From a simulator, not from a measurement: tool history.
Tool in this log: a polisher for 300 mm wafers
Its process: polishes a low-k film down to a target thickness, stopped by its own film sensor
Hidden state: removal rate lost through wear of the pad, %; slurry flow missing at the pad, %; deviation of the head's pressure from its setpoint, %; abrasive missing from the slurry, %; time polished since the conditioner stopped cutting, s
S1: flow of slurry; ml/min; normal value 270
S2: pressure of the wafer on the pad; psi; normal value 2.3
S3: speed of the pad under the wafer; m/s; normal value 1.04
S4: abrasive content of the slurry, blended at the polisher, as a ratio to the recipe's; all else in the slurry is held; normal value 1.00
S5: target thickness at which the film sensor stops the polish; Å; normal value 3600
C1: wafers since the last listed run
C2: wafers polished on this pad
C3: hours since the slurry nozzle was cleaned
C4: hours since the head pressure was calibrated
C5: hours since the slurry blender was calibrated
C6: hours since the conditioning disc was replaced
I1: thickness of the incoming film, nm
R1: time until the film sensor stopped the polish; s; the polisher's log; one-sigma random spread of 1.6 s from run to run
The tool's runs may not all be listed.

| run | hour | S1 | S2 | S3 | S4 | S5 | C1 | C2 | C3 | C4 | C5 | C6 | I1 | R1 |
|---|---|---|---|---|---|---|---|---|---|---|---|---|---|---|
| 1 | 0.0 | 270 | 2.3 | 1.04 | 1.00 | 3600 | 0 | 134 | 374.0 | 768.6 | 156.8 | 127.7 | 423.6 | 110.0 |
|  | 14.3 | slurry nozzle cleaned |
| 2 | 28.2 | 270 | 2.3 | 0.82 | 1.00 | 3600 | 261 | 396 | 13.9 | 796.8 | 185.0 | 155.9 | 429.6 | 143.3 |
| 3 | 56.8 | 270 | 2.3 | 0.82 | 1.00 | 3600 | 275 | 672 | 42.5 | 825.4 | 213.6 | 184.5 | 428.7 | 139.6 |
| 4 | 89.8 | 270 | 2.3 | 0.82 | 1.00 | 3600 | 317 | 989 | 75.5 | 858.4 | 246.6 | 217.5 | 427.6 | 140.3 |
| 5 | 107.1 | 270 | 2.3 | 1.04 | 1.00 | 3600 | 166 | 1156 | 92.8 | 875.7 | 263.9 | 234.8 | 430.8 | 120.7 |
| 6 | 139.8 | 270 | 2.3 | 1.04 | 1.00 | 3600 | 314 | 1471 | 125.5 | 908.4 | 296.6 | 267.5 | 430.3 | 118.8 |
| 7 | 166.9 | 270 | 2.3 | 1.04 | 0.90 | 3760 | 260 | 1732 | 152.6 | 935.5 | 323.7 | 294.6 | 431.8 | 100.4 |
|  | 172.2 | worn pad replaced by a new one |
| 8 | 193.9 | 270 | 2.3 | 1.04 | 1.00 | 3600 | 221 | 208 | 179.6 | 962.5 | 350.7 | 321.6 | 432.3 | 125.9 |
| 9 | 208.4 | 270 | 2.3 | 1.04 | 1.25 | 3600 | 139 | 348 | 194.1 | 977.0 | 365.2 | 336.1 | 434.1 | 111.5 |
|  | 221.1 | slurry blender recalibrated |
|  | 239.0 | conditioning disc replaced and pad reconditioned |
| 10 | 243.8 | 270 | 2.3 | 1.04 | 1.00 | 3600 | 302 | 650 | 229.5 | 1012.4 | 22.7 | 4.8 | 424.7 | 108.1 |
| 11 | 269.0 | 355 | 2.6 | 1.04 | 1.15 | 3530 | 242 | 893 | 254.7 | 1037.6 | 47.9 | 30.0 | 422.6 | 97.7 |
| 12 | 295.9 | 270 | 1.7 | 1.04 | 0.85 | 3600 | 258 | 1152 | 281.6 | 1064.5 | 74.8 | 56.9 | 425.3 | 164.6 |
|  | 314.9 | head pressure recalibrated |
| 13 | 317.2 | 270 | 2.3 | 0.90 | 1.00 | 3600 | 185 | 1338 | 302.9 | 2.3 | 96.1 | 78.2 | 421.7 | 120.9 |
| 14 | 331.4 | 215 | 2.3 | 1.04 | 1.00 | 3370 | 136 | 1474 | 317.1 | 16.5 | 110.3 | 92.4 | 429.5 | 164.8 |
| 15 | 347.9 | 270 | 2.0 | 1.04 | 0.75 | 3600 | 158 | 1633 | 333.6 | 33.0 | 126.8 | 108.9 | 430.5 | 164.8 |
| 16 | 362.7 | 270 | 2.3 | 1.04 | 1.00 | 3600 | 142 | 1776 | 348.4 | 47.8 | 141.6 | 123.7 | 435.0 | 128.3 |
|  | 389.9 | worn pad replaced by a new one |
| 17 | 411.0 | 270 | 1.7 | 1.16 | 1.00 | 3710 | 426 | 202 | 396.7 | 96.1 | 189.9 | 172.0 | 427.1 | 117.9 |
| 18 | 432.9 | 270 | 2.3 | 1.04 | 1.00 | 3600 | 210 | 413 | 418.6 | 118.0 | 211.8 | 193.9 | 430.3 | 120.0 |
|  | 438.7 | slurry nozzle cleaned |
| 19 | 455.8 | 355 | 2.0 | 0.80 | 1.00 | 3670 | 210 | 624 | 17.1 | 140.9 | 234.7 | 216.8 | 431.4 | 154.4 |
| 20 | 475.0 | 365 | 2.3 | 1.24 | 1.00 | 3820 | 184 | 809 | 36.3 | 160.1 | 253.9 | 236.0 | 432.9 | 72.9 |
| 21 | 488.8 | 365 | 2.7 | 1.04 | 1.00 | 3600 | 132 | 942 | 50.1 | 173.9 | 267.7 | 249.8 | 424.4 | 93.1 |
| 22 | 526.4 | 270 | 3.0 | 1.04 | 1.00 | 3720 | 362 | 1304 | 87.7 | 211.5 | 305.3 | 287.4 | 435.7 | 83.8 |
| 23 | 548.3 | 270 | 2.3 | 1.04 | 1.20 | 3600 | 210 | 1515 | 109.6 | 233.4 | 327.2 | 309.3 | 432.7 | 114.5 |
|  | 564.1 | worn pad replaced by a new one |
| 24 | 564.6 | 215 | 2.3 | 1.04 | 1.00 | 3460 | 118 | 4 | 125.9 | 249.7 | 343.5 | 325.6 | 430.6 | 149.1 |
|  | 590.0 | conditioning disc replaced and pad reconditioned |
| 25 | 590.5 | 270 | 2.3 | 1.04 | 1.00 | 3600 | 230 | 234 | 151.8 | 275.6 | 369.4 | 0.5 | 425.8 | 113.4 |

What if the next run were any one of these 4? Each begins from the tool's condition after run 25:
| A | 591.0 | 270 | 2.3 | 1.04 | 1.00 | 3600 | 4 | 239 | 152.3 | 276.1 | 369.9 | 1.0 | 431.3 | ? |
| B | 591.0 | 270 | 1.8 | 0.78 | 1.30 | 3420 | 4 | 239 | 152.3 | 276.1 | 369.9 | 1.0 | 431.3 | ? |
| C | 591.0 | 270 | 2.3 | 1.04 | 1.00 | 3420 | 4 | 239 | 152.3 | 276.1 | 369.9 | 1.0 | 431.3 | ? |
| D | 591.0 | 310 | 2.3 | 1.40 | 1.00 | 3600 | 4 | 239 | 152.3 | 276.1 | 369.9 | 1.0 | 431.3 | ? |

| run | R1 |
|---|---|
| A | 119.3 |
| B | 212.2 |
| C | 149.4 |
| D | 92.8 |
Without the tool's hidden state the same runs would have given:
| run | R1 |
|---|---|
| A | 119.3 |
| B | 212.2 |
| C | 149.4 |
| D | 92.8 |
